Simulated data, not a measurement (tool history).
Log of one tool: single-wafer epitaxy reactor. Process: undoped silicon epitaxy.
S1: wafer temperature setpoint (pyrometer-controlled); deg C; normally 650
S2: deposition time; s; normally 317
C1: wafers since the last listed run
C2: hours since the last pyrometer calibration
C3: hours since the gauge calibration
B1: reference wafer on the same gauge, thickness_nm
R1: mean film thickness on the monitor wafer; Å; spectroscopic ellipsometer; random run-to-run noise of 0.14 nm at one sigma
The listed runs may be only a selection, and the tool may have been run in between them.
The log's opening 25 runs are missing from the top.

-- hour=665.8 gauge calibrated
run 26 hour=680.5 | S1=655 S2=317 | C1=191 C2=70.5 C3=14.7 | B1=51.23 | R1=659.96
run 27 hour=736.8 | S1=650 S2=317 | C1=331 C2=126.8 C3=71 | B1=51.071 | R1=590.02
run 28 hour=755.3 | S1=641 S2=317 | C1=108 C2=145.3 C3=89.5 | B1=50.976 | R1=479.47
run 29 hour=769.4 | S1=655 S2=317 | C1=82 C2=159.4 C3=103.6 | B1=51.041 | R1=657.31
run 30 hour=781.4 | S1=650 S2=317 | C1=70 C2=171.4 C3=115.6 | B1=50.974 | R1=587.79
run 31 hour=813.9 | S1=656 S2=344 | C1=191 C2=203.9 C3=148.1 | B1=50.88 | R1=729.58
run 32 hour=831.2 | S1=659 S2=265 | C1=101 C2=221.2 C3=165.4 | B1=50.829 | R1=600.92
run 33 hour=864.6 | S1=636 S2=264 | C1=196 C2=254.6 C3=198.8 | B1=50.778 | R1=352.72
run 34 hour=895.8 | S1=641 S2=340 | C1=183 C2=285.8 C3=230 | B1=50.741 | R1=512.99
run 35 hour=913.3 | S1=650 S2=317 | C1=102 C2=303.3 C3=247.5 | B1=50.709 | R1=584.89
run 36 hour=937.6 | S1=642 S2=338 | C1=142 C2=327.6 C3=271.8 | B1=50.73 | R1=520.9
run 37 hour=951 | S1=638 S2=317 | C1=78 C2=341 C3=285.2 | B1=50.624 | R1=444.46
run 38 hour=979.1 | S1=641 S2=371 | C1=165 C2=369.1 C3=313.3 | B1=50.576 | R1=556.16
run 39 hour=1002.5 | S1=637 S2=260 | C1=137 C2=392.5 C3=336.7 | B1=50.5 | R1=354.12
run 40 hour=1027.7 | S1=650 S2=317 | C1=148 C2=417.7 C3=361.9 | B1=50.497 | R1=581.84
run 41 hour=1042.6 | S1=654 S2=254 | C1=87 C2=432.6 C3=376.8 | B1=50.445 | R1=508.39
run 42 hour=1089.8 | S1=659 S2=275 | C1=277 C2=479.8 C3=424 | B1=50.347 | R1=615.95
run 43 hour=1111.7 | S1=658 S2=345 | C1=128 C2=501.7 C3=445.9 | B1=50.306 | R1=755.61
run 44 hour=1137.8 | S1=650 S2=317 | C1=153 C2=527.8 C3=472 | B1=50.284 | R1=581.04

Alternative continuations, all from the tool just after run 44; predict every row:
run A hour=1138.3 | S1=650 S2=286 | C1=2 C2=528.3 C3=472.5 | B1=? | R1=?
run B hour=1138.3 | S1=650 S2=373 | C1=2 C2=528.3 C3=472.5 | B1=? | R1=?
run C hour=1138.3 | S1=637 S2=267 | C1=2 C2=528.3 C3=472.5 | B1=? | R1=?
run D hour=1138.3 | S1=650 S2=374 | C1=2 C2=528.3 C3=472.5 | B1=? | R1=?

run=A B1=50.219 R1=522.16
run=B B1=50.219 R1=681
run=C B1=50.219 R1=361.58
run=D B1=50.219 R1=682.83
Take away the tool's hidden state, keep each run's random variation, and the runs would have read:
run=A R1=532.07
run=B R1=693.92
run=C R1=368.45
run=D R1=695.78

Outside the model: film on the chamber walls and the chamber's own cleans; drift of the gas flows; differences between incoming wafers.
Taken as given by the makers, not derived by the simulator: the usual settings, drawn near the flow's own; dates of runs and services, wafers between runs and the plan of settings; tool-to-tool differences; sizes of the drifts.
